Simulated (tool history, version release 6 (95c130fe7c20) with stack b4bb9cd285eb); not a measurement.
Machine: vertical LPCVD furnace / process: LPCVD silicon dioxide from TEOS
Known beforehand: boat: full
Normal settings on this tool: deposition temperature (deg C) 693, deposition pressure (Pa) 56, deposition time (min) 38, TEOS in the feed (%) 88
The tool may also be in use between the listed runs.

run,hour,deposition temperature (deg C),deposition pressure (Pa),deposition time (min),TEOS in the feed (%),wafers since the last listed run,hours since the last temperature calibration,hours since the pressure gauge was zeroed,hours since the TEOS flow controller was replaced,hours since the gauge calibration,"read-back reference wafer on the same gauge, thickness",film thickness on the monitor wafer in the middle of the boat (angstrom)
1,0,693,56,38,88,0,2612.1,159.1,5048,1384.5,298.85,3179.3
2,41.7,693,56,38,88,664,2653.8,200.8,5089.7,1426.2,299.34,3197
3,73.6,693,56,38,88,508,2685.7,232.7,5121.6,1458.1,298.79,3183.4
4,99,693,56,38,88,404,2711.1,258.1,5147,1483.5,299.3,3165
5,136.3,693,56,38,88,594,2748.4,295.4,5184.3,1520.8,299.06,3196.2
# hour 202.4: gauge calibrated
6,202.8,685,56,38,75,1059,2814.9,361.9,5250.8,0.4,299.3,2437.1
7,264.4,693,56,51,88,980,2876.5,423.5,5312.4,62,298.79,4276.8
8,318.6,693,56,38,88,863,2930.7,477.7,5366.6,116.2,299.23,3185.2
9,356.7,693,49.3,38,97,606,2968.8,515.8,5404.7,154.3,298.44,3120.9
10,386,693,56,38,88,466,2998.1,545.1,5434,183.6,298.83,3177.4
11,424.3,693,65.3,27.5,88,609,3036.4,583.4,5472.3,221.9,298.79,2507.8
12,454.8,693,56,38,88,485,3066.9,613.9,5502.8,252.4,299.25,3192.8
13,510.1,697,56,38,88,880,3122.2,669.2,5558.1,307.7,298.94,3490.7
14,577,690,62,38,97,1065,3189.1,736.1,5625,374.6,298.98,3276.6
15,615.4,693,49.3,38,88,611,3227.5,774.5,5663.4,413,299.26,2990
16,716.4,686,56,46,88,1608,3328.5,875.5,5764.4,514,298.98,3264.5
17,760.8,693,56,25.5,88,707,3372.9,919.9,5808.8,558.4,298.81,2148.8
# hour 817: thermocouples replaced and temperature profile calibrated
18,817.5,700,66,48.5,88,520,0.5,976.6,5865.5,615.1,299.04,5124.9
19,869.2,693,65.3,45,97,823,52.2,1028.3,5917.2,666.8,299.03,4201
20,920.5,693,46.7,38,72,816,103.5,1079.6,5968.5,718.1,298.69,2586.8
21,972.8,693,56,38,78,832,155.8,1131.9,6020.8,770.4,298.36,2956.1
22,999.6,693,56,38,88,426,182.6,1158.7,6047.6,797.2,298.6,3157.3
# hour 1033.9: TEOS flow controller replaced
23,1059.4,704,56,27,88,570,242.4,1218.5,25.5,857,298.81,2877.3
24,1103.1,700,56,38,88,695,286.1,1262.2,69.2,900.7,299.36,3692.8
25,1170.3,700,56,38,88,1070,353.3,1329.4,136.4,967.9,298.97,3700
# hour 1226.6: pressure gauge zeroed
26,1239.8,693,56,38,88,724,422.8,13.2,205.9,1037.4,298.68,3139.9
27,1440.3,693,66,38,97,3192,623.3,213.7,406.4,1237.9,298.86,3611.9
28,1488.9,697,56,38,88,773,671.9,262.3,455,1286.5,299.46,3458.2
29,1523.5,693,66,38,82,551,706.5,296.9,489.6,1321.1,299.08,3312.6
30,1555.5,693,56,38,88,509,738.5,328.9,521.6,1353.1,299.11,3135

Hidden state, per run?
true pressure minus gauge reading, mTorr: 0, the same for each run
deviation of the TEOS flow from its setpoint, %: 0, the same for each run
gauge reads high (%): 0, the same for each run
H1: true tube temperature minus thermocouple reading, K
run,H1
1,0.907
2,0.91
3,0.912
4,0.913
5,0.916
6,0.92
7,0.923
8,0.926
9,0.928
10,0.929
11,0.931
12,0.932
13,0.935
14,0.938
15,0.939
16,0.943
17,0.944
18,0.0602
19,0.103
20,0.144
21,0.183
22,0.203
23,0.244
24,0.273
25,0.315
26,0.356
27,0.46
28,0.482
29,0.497
30,0.511

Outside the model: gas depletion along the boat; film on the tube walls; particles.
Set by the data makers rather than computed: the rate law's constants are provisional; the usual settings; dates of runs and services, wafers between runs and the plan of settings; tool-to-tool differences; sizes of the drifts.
